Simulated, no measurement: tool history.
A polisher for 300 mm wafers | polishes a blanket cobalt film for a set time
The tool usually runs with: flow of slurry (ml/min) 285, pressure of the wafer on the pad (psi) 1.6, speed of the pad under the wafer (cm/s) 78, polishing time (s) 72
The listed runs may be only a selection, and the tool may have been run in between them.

| run | hour | flow of slurry (ml/min) | pressure of the wafer on the pad (psi) | speed of the pad under the wafer (cm/s) | polishing time (s) | incoming thickness of the incoming film, nm | film removed (Å) |
|---|---|---|---|---|---|---|---|
| 1 | 0 | 285 | 1.6 | 78 | 72 | 945.8 | 1957 |
| 2 | 32.8 | 285 | 1.6 | 78 | 72 | 939.7 | 1934 |
|  | 54 | worn pad replaced by a new one |
| 3 | 54.5 | 285 | 1.6 | 78 | 72 | 920.1 | 2088 |
| 4 | 76.6 | 285 | 1.6 | 78 | 72 | 923.2 | 2056 |
|  | 95.5 | head pressure recalibrated |
| 5 | 111.7 | 285 | 1.6 | 78 | 72 | 930.2 | 2034 |
| 6 | 135.4 | 285 | 1.6 | 78 | 72 | 927.1 | 2023 |
| 7 | 163 | 285 | 1.6 | 78 | 72 | 916.9 | 2009 |
|  | 167.5 | slurry nozzle cleaned |
| 8 | 179.6 | 285 | 1.6 | 78 | 72 | 933.9 | 2035 |
| 9 | 202.2 | 285 | 1.6 | 78 | 72 | 921.8 | 1994 |
| 10 | 223.9 | 285 | 1.6 | 78 | 72 | 938.9 | 2021 |
| 11 | 242.2 | 210 | 1.6 | 92 | 72 | 951.8 | 2177 |
| 12 | 265.5 | 210 | 1.6 | 92 | 72 | 928 | 2171 |
| 13 | 281.5 | 285 | 1.6 | 78 | 72 | 935.2 | 1982 |
| 14 | 295.3 | 350 | 1.4 | 102 | 59 | 919.3 | 1767 |
| 15 | 328.1 | 285 | 1.6 | 78 | 72 | 938.6 | 1944 |
|  | 346.5 | worn pad replaced by a new one |
| 16 | 349.7 | 285 | 1.6 | 78 | 72 | 919.3 | 2048 |
| 17 | 364.2 | 370 | 1.6 | 78 | 85 | 920.3 | 2455 |
| 18 | 385.2 | 285 | 1.6 | 54 | 72 | 921 | 1571 |
| 19 | 418.3 | 370 | 2 | 78 | 84 | 921.8 | 3014 |
| 20 | 449.8 | 285 | 1.6 | 78 | 72 | 927.6 | 2009 |
| 21 | 478 | 285 | 1.6 | 78 | 72 | 922.3 | 2023 |
| 22 | 564.8 | 285 | 1.6 | 78 | 72 | 929.6 | 1937 |
| 23 | 589.8 | 285 | 1.1 | 98 | 72 | 913.7 | 1603 |
| 24 | 602.9 | 285 | 1.6 | 88 | 85 | 932.1 | 2492 |
| 25 | 617.4 | 230 | 1.6 | 90 | 72 | 927.2 | 2108 |
|  | 638.3 | worn pad replaced by a new one |
| 26 | 638.8 | 285 | 1.9 | 52 | 84 | 945 | 2177 |
| 27 | 650.3 | 240 | 2.1 | 104 | 83 | 928.2 | 3801 |
|  | 657 | head pressure recalibrated |
| 28 | 671.8 | 285 | 1.6 | 78 | 72 | 930.4 | 2047 |
| 29 | 690.9 | 285 | 1.6 | 78 | 72 | 929.1 | 2056 |
|  | 696.1 | slurry nozzle cleaned |
| 30 | 705.1 | 285 | 1.4 | 62 | 78 | 919.9 | 1644 |
| 31 | 754.5 | 285 | 1.6 | 78 | 72 | 916.9 | 2010 |
| 32 | 788.4 | 285 | 1.6 | 78 | 72 | 934.3 | 2013 |
| 33 | 813.1 | 285 | 1.6 | 78 | 72 | 928.7 | 1995 |
| 34 | 834.3 | 285 | 1.6 | 92 | 66 | 939 | 2061 |
| 35 | 854.3 | 235 | 1.8 | 70 | 89 | 917 | 2493 |
|  | 879.6 | worn pad replaced by a new one |
| 36 | 951.6 | 285 | 1.6 | 78 | 82 | 929 | 2335 |
| 37 | 985.7 | 335 | 1.3 | 78 | 72 | 929.8 | 1649 |

Difference, measured minus no-hidden-state, one row per run. Run-to-run variation is common to both terms; the gauge's own scatter need not be:
Hidden state at play: removal rate lost through wear of the pad, %; slurry flow missing at the pad, %; deviation of the head's pressure from its setpoint, %.
| run | film removed (Å) |
|---|---|
| 1 | -97 |
| 2 | -109 |
| 3 | -3 |
| 4 | -12 |
| 5 | -26 |
| 6 | -35 |
| 7 | -47 |
| 8 | -53 |
| 9 | -62 |
| 10 | -71 |
| 11 | -86 |
| 12 | -96 |
| 13 | -94 |
| 14 | -89 |
| 15 | -111 |
| 16 | -8 |
| 17 | -16 |
| 18 | -17 |
| 19 | -53 |
| 20 | -48 |
| 21 | -59 |
| 22 | -92 |
| 23 | -84 |
| 24 | -138 |
| 25 | -124 |
| 26 | -1 |
| 27 | -10 |
| 28 | -14 |
| 29 | -22 |
| 30 | -22 |
| 31 | -46 |
| 32 | -61 |
| 33 | -70 |
| 34 | -81 |
| 35 | -108 |
| 36 | -36 |
| 37 | -36 |
